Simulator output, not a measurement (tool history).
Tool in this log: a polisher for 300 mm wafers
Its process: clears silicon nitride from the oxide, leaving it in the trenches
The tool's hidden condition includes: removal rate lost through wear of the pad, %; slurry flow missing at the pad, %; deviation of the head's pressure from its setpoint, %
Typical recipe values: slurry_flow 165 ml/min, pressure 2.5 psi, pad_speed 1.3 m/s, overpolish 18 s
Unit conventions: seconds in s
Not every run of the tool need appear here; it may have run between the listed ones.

run	hour	slurry_flow	pressure	pad_speed	overpolish	wafers since the last listed run	wafers polished on this pad	hours since the slurry nozzle was cleaned	hours since the head pressure was calibrated	incoming thickness of the incoming film, nm	seconds
1	0	165	2.5	1.3	18	0	736	219.1	137.6	110.3	112.8
2	6.1	165	2.5	1.3	18	32	768	225.2	143.7	110.9	113.7
# hour 14.5: worn pad replaced by a new one
3	16	165	2.5	1.3	18	31	7	235.1	153.6	110.2	112.8
4	24.7	165	2.5	1.3	15	45	53	243.8	162.3	110.3	112.5
5	31.8	165	2.5	1.3	15	37	91	250.9	169.4	111.3	113
# hour 37.6: slurry nozzle cleaned
6	48	130	2.5	1.3	18	80	171	10.4	185.6	110.2	108.8
7	55.2	165	2.5	1.3	18	38	209	17.6	192.8	110	105.4
8	71.2	165	2.5	1.3	18	84	294	33.6	208.8	109.8	105.9
9	78.5	165	2.5	1.3	18	38	332	40.9	216.1	110	106.5
10	93.6	165	2.5	1.3	18	79	412	56	231.2	107.8	107
11	102.2	165	2.5	1.3	18	45	457	64.6	239.8	108	105.5
12	109.4	190	2.5	1.3	18	38	495	71.8	247	109.9	106.3
13	121.1	165	2.5	1.3	25	61	557	83.5	258.7	111.7	112.2
# hour 146.8: worn pad replaced by a new one
14	147.3	165	2.5	1.3	18	117	2	109.7	284.9	108.1	108.6
15	160.6	165	2.5	1.3	18	70	72	123	298.2	110.1	110.4
16	168.8	165	2.5	1.3	18	43	115	131.2	306.4	111.1	113.1
17	184.3	165	2.5	1.3	23	81	197	146.7	321.9	110.9	111.4
18	196.2	165	2.5	1.3	23	62	260	158.6	333.8	109.7	113.3
19	211.2	165	2.5	1.3	18	79	339	173.6	348.8	109.8	113.1
20	218	165	2.5	1.3	18	35	375	180.4	355.6	110.5	115.3
21	235.3	210	2.5	1.48	8	91	467	197.7	372.9	112	101.5
22	247.6	165	3.1	1.3	23	64	532	210	385.2	109.1	92.4
23	260.2	165	2.5	1.3	18	66	598	222.6	397.8	110.4	114.5
# hour 288.9: worn pad replaced by a new one
# hour 296.6: slurry nozzle cleaned
# hour 307.1: head pressure recalibrated
24	307.6	150	2.5	1.3	18	213	83	11	0.5	112.3	104.3
25	317.2	165	3	1.3	18	50	133	20.6	10.1	109.4	83.9
26	329	165	3.2	0.96	18	62	196	32.4	21.9	111	101.6
27	341.5	165	2.1	1.68	12	66	262	44.9	34.4	109.1	100
28	355.1	215	2	1.3	15	71	333	58.5	48	111.1	125.9
29	371	195	2.5	1.68	18	83	417	74.4	63.9	109.5	82.7
30	388.5	165	1.9	1.3	14	92	510	91.9	81.4	109.5	141.2
31	398.5	165	2.5	1.3	18	52	563	101.9	91.4	109.3	107.4
32	411.2	165	3.1	1.3	18	67	630	114.6	104.1	109	86.7
# hour 416.1: worn pad replaced by a new one
33	419.7	165	2.5	1.3	18	23	19	123.1	112.6	111.1	110
34	428.3	165	2.5	1.3	18	45	64	131.7	121.2	110	108.3
35	442.5	205	2.5	1.62	23	74	139	145.9	135.4	111.4	91.2
36	449.4	220	1.8	1.3	18	36	175	152.8	142.3	109.8	147.3
37	461.3	220	2.5	1.3	18	62	238	164.7	154.2	110.8	104.8
38	474.7	165	1.9	1.3	8	70	309	178.1	167.6	111	147.2

Measured less the same run without the tool's hidden state. The same run-to-run variation is in both; the gauge's scatter may not be:
run	seconds
1	+12.9
2	+13.1
3	+13.3
4	+13.5
5	+13.6
6	+6.8
7	+6.8
8	+8
9	+8.5
10	+9.5
11	+9.8
12	+9.9
13	+11.5
14	+12.3
15	+13
16	+13.7
17	+13.9
18	+14.5
19	+14.9
20	+15.3
21	+12.5
22	+12.7
23	+16
24	+2
25	+2.3
26	+3.8
27	+4.6
28	+6.2
29	+5.1
30	+10.9
31	+8.8
32	+7.6
33	+10.1
34	+10.4
35	+8.2
36	+13.2
37	+9.7
38	+16.3
